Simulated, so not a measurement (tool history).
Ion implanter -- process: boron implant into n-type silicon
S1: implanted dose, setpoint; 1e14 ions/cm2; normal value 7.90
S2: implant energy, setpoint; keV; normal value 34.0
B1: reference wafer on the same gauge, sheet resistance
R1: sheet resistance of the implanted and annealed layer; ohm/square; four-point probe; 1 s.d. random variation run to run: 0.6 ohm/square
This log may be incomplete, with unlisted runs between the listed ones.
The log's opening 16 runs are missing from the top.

Run 17, day 29.421: usual settings but S1 6.20 1e14 ions/cm2; B1 154.14. Result: R1 177.69 ohm/square.
Run 18, day 31.367: usual settings but S2 23.0 keV; B1 153.95. Result: R1 150.83 ohm/square.
Run 19, day 33.171: usual settings; B1 153.97. Result: R1 145.00 ohm/square.
Run 20, day 34.433: usual settings but S1 6.20 1e14 ions/cm2, S2 39.5 keV; B1 153.89. Result: R1 176.22 ohm/square.
Run 21, day 36.096: usual settings but S1 6.94 1e14 ions/cm2; B1 153.89. Result: R1 163.42 ohm/square.
Run 22, day 38.475: usual settings but S1 5.93 1e14 ions/cm2; B1 154.00. Result: R1 186.06 ohm/square.
Run 23, day 40.508: usual settings but S1 6.95 1e14 ions/cm2, S2 39.0 keV; B1 153.84. Result: R1 162.08 ohm/square.
Run 24, day 41.588: usual settings but S2 30.0 keV; B1 153.93. Result: R1 148.54 ohm/square.
At day 43.975: gauge calibrated.
Run 25, day 44.221: usual settings but S1 9.49 1e14 ions/cm2, S2 27.0 keV; B1 154.00. Result: R1 128.97 ohm/square.
At day 45.525: extraction supply calibrated.
Run 26, day 46.896: usual settings but S1 5.61 1e14 ions/cm2, S2 43.0 keV; B1 153.89. Result: R1 192.42 ohm/square.

Predict the results of run 27:
Run 27, day 48.508: usual settings but S1 8.64 1e14 ions/cm2; B1 ?. Result: R1 ?.

{"run 27": {"B1": 154.06, "R1": 137.24}}
With the hidden condition absent and the run-to-run variation left alone, this run would have shown R1 134.47 ohm/square.
